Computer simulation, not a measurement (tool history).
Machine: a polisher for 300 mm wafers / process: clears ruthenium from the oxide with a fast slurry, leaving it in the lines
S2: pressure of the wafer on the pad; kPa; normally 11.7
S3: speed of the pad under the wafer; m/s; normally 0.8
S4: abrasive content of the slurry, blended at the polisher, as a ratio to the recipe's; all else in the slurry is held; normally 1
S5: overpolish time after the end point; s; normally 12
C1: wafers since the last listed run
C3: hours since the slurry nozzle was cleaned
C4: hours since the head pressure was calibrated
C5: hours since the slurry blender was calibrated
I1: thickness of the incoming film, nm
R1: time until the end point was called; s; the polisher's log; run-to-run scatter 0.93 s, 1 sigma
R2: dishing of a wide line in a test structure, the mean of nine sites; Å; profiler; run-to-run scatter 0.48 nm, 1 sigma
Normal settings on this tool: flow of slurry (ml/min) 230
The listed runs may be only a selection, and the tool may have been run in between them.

Run 1, day 0: usual settings but flow of slurry (ml/min) 190, S2 9 kPa; C1 0; wafers polished on this pad 1178; C3 531.5; C4 39.6; C5 204.5; I1 216.1. Result: R1 124.4 s, R2 187 Å.
At day 0.967: worn pad replaced by a new one.
Run 2, day 4.379: usual settings; C1 657; wafers polished on this pad 532; C3 636.6; C4 144.7; C5 309.6; I1 215.4. Result: R1 93.5 s, R2 234 Å.
At day 5.279: slurry nozzle cleaned.
Run 3, day 5.725: usual settings; C1 203; wafers polished on this pad 736; C3 10.7; C4 177; C5 341.9; I1 218.5. Result: R1 94.3 s, R2 236 Å.
At day 6.717: slurry blender recalibrated.
Run 4, day 6.738: usual settings but S2 9.7 kPa; C1 145; wafers polished on this pad 881; C3 35; C4 201.3; C5 0.5; I1 214.2. Result: R1 109.4 s, R2 209 Å.
Run 5, day 7.6: usual settings but S2 9.7 kPa; C1 134; wafers polished on this pad 1015; C3 55.7; C4 222; C5 21.2; I1 215.1. Result: R1 110.5 s, R2 211 Å.
Run 6, day 8.879: usual settings but S2 9.7 kPa; C1 199; wafers polished on this pad 1215; C3 86.4; C4 252.7; C5 51.9; I1 217.4. Result: R1 111.2 s, R2 203 Å.
Run 7, day 9.679: usual settings but S4 1.1; C1 124; wafers polished on this pad 1340; C3 105.6; C4 271.9; C5 71.1; I1 215.5. Result: R1 87.2 s, R2 249 Å.
Run 8, day 10.979: usual settings but S5 10 s; C1 202; wafers polished on this pad 1543; C3 136.8; C4 303.1; C5 102.3; I1 212.2. Result: R1 91.1 s, R2 207 Å.
At day 11.767: worn pad replaced by a new one.
Run 9, day 12.021: usual settings but S5 10 s; C1 136; wafers polished on this pad 39; C3 161.8; C4 328.1; C5 127.3; I1 214.7. Result: R1 93 s, R2 202 Å.
Run 10, day 13.438: usual settings but S5 10 s; C1 221; wafers polished on this pad 260; C3 195.8; C4 362.1; C5 161.3; I1 214.5. Result: R1 89.7 s, R2 207 Å.
Run 11, day 14.846: usual settings but S4 0.8; C1 219; wafers polished on this pad 480; C3 229.6; C4 395.9; C5 195.1; I1 213.7. Result: R1 103.7 s, R2 210 Å.
Run 12, day 16.267: usual settings but S3 0.92 m/s; C1 221; wafers polished on this pad 702; C3 263.7; C4 430; C5 229.2; I1 214.1. Result: R1 80.5 s, R2 263 Å.
Run 13, day 17.638: usual settings but flow of slurry (ml/min) 180, S4 0.7, S5 6 s; C1 213; wafers polished on this pad 916; C3 296.6; C4 462.9; C5 262.1; I1 213.6. Result: R1 116 s, R2 103 Å.
Run 14, day 18.3: usual settings but flow of slurry (ml/min) 185, S3 1 m/s, S4 0.85, S5 16 s; C1 103; wafers polished on this pad 1019; C3 312.5; C4 478.8; C5 278; I1 217.7. Result: R1 84.4 s, R2 324 Å.
Run 15, day 19.442: usual settings but flow of slurry (ml/min) 260, S2 15.9 kPa, S4 1.1; C1 178; wafers polished on this pad 1197; C3 339.9; C4 506.2; C5 305.4; I1 212.6. Result: R1 62.5 s, R2 324 Å.
At day 19.917: worn pad replaced by a new one.
Run 16, day 20.342: usual settings but S3 1.04 m/s; C1 114; wafers polished on this pad 66; C3 361.5; C4 527.8; C5 327; I1 215.3. Result: R1 72.1 s, R2 283 Å.
Run 17, day 21.471: usual settings but flow of slurry (ml/min) 185, S3 0.66 m/s, S4 1.2, S5 19 s; C1 176; wafers polished on this pad 242; C3 388.6; C4 554.9; C5 354.1; I1 213.7. Result: R1 95.9 s, R2 329 Å.
Run 18, day 22.183: usual settings but S3 0.54 m/s; C1 111; wafers polished on this pad 353; C3 405.7; C4 572; C5 371.2; I1 212.8. Result: R1 117 s, R2 193 Å.
Run 19, day 23.25: usual settings; C1 166; wafers polished on this pad 520; C3 431.3; C4 597.6; C5 396.8; I1 213.5. Result: R1 91 s, R2 241 Å.
At day 23.875: slurry blender recalibrated.
Run 20, day 24.312: usual settings; C1 152; wafers polished on this pad 673; C3 456.8; C4 623.1; C5 10.5; I1 212.6. Result: R1 89.5 s, R2 250 Å.
At day 24.875: head pressure recalibrated.
Run 21, day 27.667: usual settings but flow of slurry (ml/min) 180, S2 9.7 kPa, S3 0.58 m/s, S5 8 s; C1 510; wafers polished on this pad 1183; C3 537.3; C4 67; C5 91; I1 213.3. Result: R1 139.7 s, R2 110 Å.
Run 22, day 28.925: usual settings but flow of slurry (ml/min) 175, S2 7.6 kPa, S4 1.25, S5 8 s; C1 196; wafers polished on this pad 1380; C3 567.5; C4 97.2; C5 121.2; I1 218.1. Result: R1 130.3 s, R2 122 Å.
At day 29.562: worn pad replaced by a new one.
Run 23, day 30.142: usual settings but S3 1.04 m/s; C1 163; wafers polished on this pad 90; C3 596.7; C4 126.4; C5 150.4; I1 214. Result: R1 75.7 s, R2 277 Å.
Run 24, day 30.946: usual settings but S4 1.25; C1 125; wafers polished on this pad 216; C3 616; C4 145.7; C5 169.7; I1 217.8. Result: R1 84 s, R2 251 Å.
Run 25, day 32.308: usual settings; C1 212; wafers polished on this pad 428; C3 648.7; C4 178.4; C5 202.4; I1 217.2. Result: R1 92.6 s, R2 240 Å.
Run 26, day 33.471: usual settings; C1 181; wafers polished on this pad 610; C3 676.6; C4 206.3; C5 230.3; I1 214.5. Result: R1 90.7 s, R2 234 Å.
Run 27, day 34.133: usual settings; C1 103; wafers polished on this pad 713; C3 692.5; C4 222.2; C5 246.2; I1 212.9. Result: R1 90.7 s, R2 241 Å.
Run 28, day 34.717: usual settings but S3 0.94 m/s; C1 91; wafers polished on this pad 804; C3 706.5; C4 236.2; C5 260.2; I1 211.8. Result: R1 78.7 s, R2 264 Å.
Run 29, day 37.588: usual settings; C1 448; wafers polished on this pad 1252; C3 775.4; C4 305.1; C5 329.1; I1 213.7. Result: R1 90.4 s, R2 236 Å.

Pick out some run-to-run changes in R1. Of each, how much would a tool without hidden state show as well, from the settings, what came in and chance, and how much is left for the hidden state and any gauge scatter not in both results compared?
Hidden conditions of the tool in this case: removal rate lost through wear of the pad, %; slurry flow missing at the pad, %; deviation of the head's pressure from its setpoint, %; abrasive missing from the slurry, %.
Run 12 -> 13: flow of slurry (ml/min) 230 -> 180, S3 0.92 -> 0.8, S4 1 -> 0.7, S5 12 -> 6. R1 +35.5 s: hidden state -2.1, all else +37.6.
Run 20 -> 21: flow of slurry (ml/min) 230 -> 180, S2 11.7 -> 9.7, S3 0.8 -> 0.58, S5 12 -> 8, head pressure recalibrated. R1 +50.2 s: hidden state +2.9, all else +47.3.
Run 22 -> 23: flow of slurry (ml/min) 175 -> 230, S2 7.6 -> 11.7, S3 0.8 -> 1.04, S4 1.25 -> 1, S5 8 -> 12, worn pad replaced by a new one. R1 -54.6 s: hidden state +1.1, all else -55.7.
